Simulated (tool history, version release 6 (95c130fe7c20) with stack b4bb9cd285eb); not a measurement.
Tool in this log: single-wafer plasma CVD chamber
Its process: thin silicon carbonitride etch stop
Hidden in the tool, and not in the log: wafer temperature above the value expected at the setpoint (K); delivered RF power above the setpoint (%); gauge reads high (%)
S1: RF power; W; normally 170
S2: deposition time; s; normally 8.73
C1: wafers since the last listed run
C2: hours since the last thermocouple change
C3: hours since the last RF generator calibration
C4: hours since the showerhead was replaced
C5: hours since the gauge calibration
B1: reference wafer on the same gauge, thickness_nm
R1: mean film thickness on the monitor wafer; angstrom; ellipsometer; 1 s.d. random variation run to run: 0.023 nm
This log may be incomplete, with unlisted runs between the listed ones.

{"run": 1, "day": 0.0, "S1": 170, "S2": 8.73, "C1": 0, "C2": 1784.9, "C3": 503.1, "C4": 3430, "C5": 308.7, "B1": 4.989, "R1": 42.26}
{"run": 2, "day": 0.721, "S1": 170, "S2": 8.73, "C1": 897, "C2": 1802.2, "C3": 520.4, "C4": 3447.3, "C5": 326, "B1": 4.991, "R1": 42.07}
{"run": 3, "day": 1.308, "S1": 170, "S2": 8.73, "C1": 731, "C2": 1816.3, "C3": 534.5, "C4": 3461.4, "C5": 340.1, "B1": 4.991, "R1": 42.16}
{"run": 4, "day": 2.346, "S1": 195, "S2": 8.73, "C1": 1291, "C2": 1841.2, "C3": 559.4, "C4": 3486.3, "C5": 365, "B1": 4.99, "R1": 44.36}
{"run": 5, "day": 2.892, "S1": 170, "S2": 8.73, "C1": 679, "C2": 1854.3, "C3": 572.5, "C4": 3499.4, "C5": 378.1, "B1": 4.985, "R1": 41.7}
{"run": 6, "day": 3.196, "S1": 170, "S2": 8.73, "C1": 378, "C2": 1861.6, "C3": 579.8, "C4": 3506.7, "C5": 385.4, "B1": 4.986, "R1": 41.82}
{"run": 7, "day": 3.8, "S1": 170, "S2": 8.73, "C1": 752, "C2": 1876.1, "C3": 594.3, "C4": 3521.2, "C5": 399.9, "B1": 4.994, "R1": 41.91}
{"run": 8, "day": 4.338, "S1": 170, "S2": 8.73, "C1": 669, "C2": 1889, "C3": 607.2, "C4": 3534.1, "C5": 412.8, "B1": 4.991, "R1": 41.58}
{"run": 9, "day": 4.592, "S1": 170, "S2": 8.73, "C1": 316, "C2": 1895.1, "C3": 613.3, "C4": 3540.2, "C5": 418.9, "B1": 4.994, "R1": 41.56}
{"run": 10, "day": 5.025, "S1": 170, "S2": 8.73, "C1": 539, "C2": 1905.5, "C3": 623.7, "C4": 3550.6, "C5": 429.3, "B1": 4.988, "R1": 41.84}
{"run": 11, "day": 5.304, "S1": 145, "S2": 8.73, "C1": 347, "C2": 1912.2, "C3": 630.4, "C4": 3557.3, "C5": 436, "B1": 4.991, "R1": 38.54}
{"run": 12, "day": 5.696, "S1": 145, "S2": 8.73, "C1": 487, "C2": 1921.6, "C3": 639.8, "C4": 3566.7, "C5": 445.4, "B1": 4.988, "R1": 38.26}
{"day": 7.212, "done": "showerhead replaced"}
{"run": 13, "day": 7.833, "S1": 170, "S2": 8.73, "C1": 2245, "C2": 1972.9, "C3": 691.1, "C4": 14.9, "C5": 496.7, "B1": 4.997, "R1": 41.75}
{"run": 14, "day": 8.288, "S1": 170, "S2": 8.73, "C1": 565, "C2": 1983.8, "C3": 702, "C4": 25.8, "C5": 507.6, "B1": 4.99, "R1": 41.36}
{"run": 15, "day": 10.392, "S1": 170, "S2": 8.73, "C1": 2619, "C2": 2034.3, "C3": 752.5, "C4": 76.3, "C5": 558.1, "B1": 5.001, "R1": 41.48}
{"day": 11.392, "done": "RF generator calibrated"}
{"run": 16, "day": 11.412, "S1": 170, "S2": 8.73, "C1": 855, "C2": 2058.8, "C3": 0.5, "C4": 100.8, "C5": 582.6, "B1": 4.992, "R1": 42.91}
{"day": 11.538, "done": "gauge calibrated"}
{"run": 17, "day": 11.725, "S1": 170, "S2": 8.73, "C1": 388, "C2": 2066.3, "C3": 8, "C4": 108.3, "C5": 4.5, "B1": 4.98, "R1": 42.65}
{"run": 18, "day": 11.992, "S1": 170, "S2": 8.73, "C1": 331, "C2": 2072.7, "C3": 14.4, "C4": 114.7, "C5": 10.9, "B1": 4.993, "R1": 42.61}
{"run": 19, "day": 12.542, "S1": 180, "S2": 9.64, "C1": 684, "C2": 2085.9, "C3": 27.6, "C4": 127.9, "C5": 24.1, "B1": 4.989, "R1": 49.03}
{"run": 20, "day": 12.912, "S1": 140, "S2": 7.33, "C1": 461, "C2": 2094.8, "C3": 36.5, "C4": 136.8, "C5": 33, "B1": 4.991, "R1": 32.4}
{"run": 21, "day": 14.862, "S1": 170, "S2": 8.73, "C1": 2427, "C2": 2141.6, "C3": 83.3, "C4": 183.6, "C5": 79.8, "B1": 4.996, "R1": 42.96}
{"run": 22, "day": 15.271, "S1": 170, "S2": 7.72, "C1": 508, "C2": 2151.4, "C3": 93.1, "C4": 193.4, "C5": 89.6, "B1": 4.987, "R1": 37.59}
{"run": 23, "day": 15.738, "S1": 170, "S2": 7.4, "C1": 580, "C2": 2162.6, "C3": 104.3, "C4": 204.6, "C5": 100.8, "B1": 4.981, "R1": 36.22}
{"run": 24, "day": 16.012, "S1": 155, "S2": 9.56, "C1": 342, "C2": 2169.2, "C3": 110.9, "C4": 211.2, "C5": 107.4, "B1": 4.996, "R1": 44.49}
{"run": 25, "day": 17.325, "S1": 190, "S2": 8.26, "C1": 1633, "C2": 2200.7, "C3": 142.4, "C4": 242.7, "C5": 138.9, "B1": 4.988, "R1": 42.73}
{"day": 17.812, "done": "thermocouple changed; heater temperature recalibrated"}
{"run": 26, "day": 18.033, "S1": 135, "S2": 9.46, "C1": 466, "C2": 5.3, "C3": 159.4, "C4": 259.7, "C5": 155.9, "B1": 4.995, "R1": 40.49}
{"run": 27, "day": 18.517, "S1": 150, "S2": 9.88, "C1": 601, "C2": 16.9, "C3": 171, "C4": 271.3, "C5": 167.5, "B1": 4.984, "R1": 45.24}
{"run": 28, "day": 19.242, "S1": 135, "S2": 9.96, "C1": 902, "C2": 34.3, "C3": 188.4, "C4": 288.7, "C5": 184.9, "B1": 4.999, "R1": 42.45}
{"run": 29, "day": 19.917, "S1": 170, "S2": 8.73, "C1": 840, "C2": 50.5, "C3": 204.6, "C4": 304.9, "C5": 201.1, "B1": 4.99, "R1": 42.38}
{"run": 30, "day": 20.296, "S1": 135, "S2": 9.96, "C1": 471, "C2": 59.6, "C3": 213.7, "C4": 314, "C5": 210.2, "B1": 4.995, "R1": 42.81}
{"run": 31, "day": 20.812, "S1": 155, "S2": 9.7, "C1": 643, "C2": 72, "C3": 226.1, "C4": 326.4, "C5": 222.6, "B1": 4.985, "R1": 44.98}
{"run": 32, "day": 21.146, "S1": 150, "S2": 7.17, "C1": 414, "C2": 80, "C3": 234.1, "C4": 334.4, "C5": 230.6, "B1": 4.992, "R1": 32.71}
{"run": 33, "day": 21.65, "S1": 170, "S2": 8.73, "C1": 627, "C2": 92.1, "C3": 246.2, "C4": 346.5, "C5": 242.7, "B1": 4.986, "R1": 42.83}
{"run": 34, "day": 22.079, "S1": 190, "S2": 8.26, "C1": 534, "C2": 102.4, "C3": 256.5, "C4": 356.8, "C5": 253, "B1": 4.988, "R1": 42.4}
{"run": 35, "day": 22.775, "S1": 185, "S2": 9.26, "C1": 866, "C2": 119.1, "C3": 273.2, "C4": 373.5, "C5": 269.7, "B1": 4.987, "R1": 46.96}
{"run": 36, "day": 23.171, "S1": 155, "S2": 7.31, "C1": 492, "C2": 128.6, "C3": 282.7, "C4": 383, "C5": 279.2, "B1": 4.995, "R1": 33.71}
{"run": 37, "day": 23.712, "S1": 170, "S2": 8.73, "C1": 674, "C2": 141.6, "C3": 295.7, "C4": 396, "C5": 292.2, "B1": 4.991, "R1": 42.12}

Across each entry between runs, compare the hidden state at the last listed run before it with the hidden state at the first listed run after it:
Runs 12 to 13: showerhead replaced (day 7.212)
  delivered RF power above the setpoint (%): -6.04 -> -6.5
  measured minus no-state result, R1: -1.26 -> -1.49 angstrom
Runs 15 to 16: RF generator calibrated (day 11.392)
  delivered RF power above the setpoint (%): -7.04 -> -0.965
  measured minus no-state result, R1: -1.61 -> -0.22 angstrom
Runs 16 to 17: gauge calibrated (day 11.538)
  delivered RF power above the setpoint (%): -0.965 -> -1.03
  measured minus no-state result, R1: -0.22 -> -0.23 angstrom
Runs 25 to 26: thermocouple changed; heater temperature recalibrated (day 17.812)
  delivered RF power above the setpoint (%): -2.23 -> -2.38
  measured minus no-state result, R1: -0.5 -> -0.5 angstrom
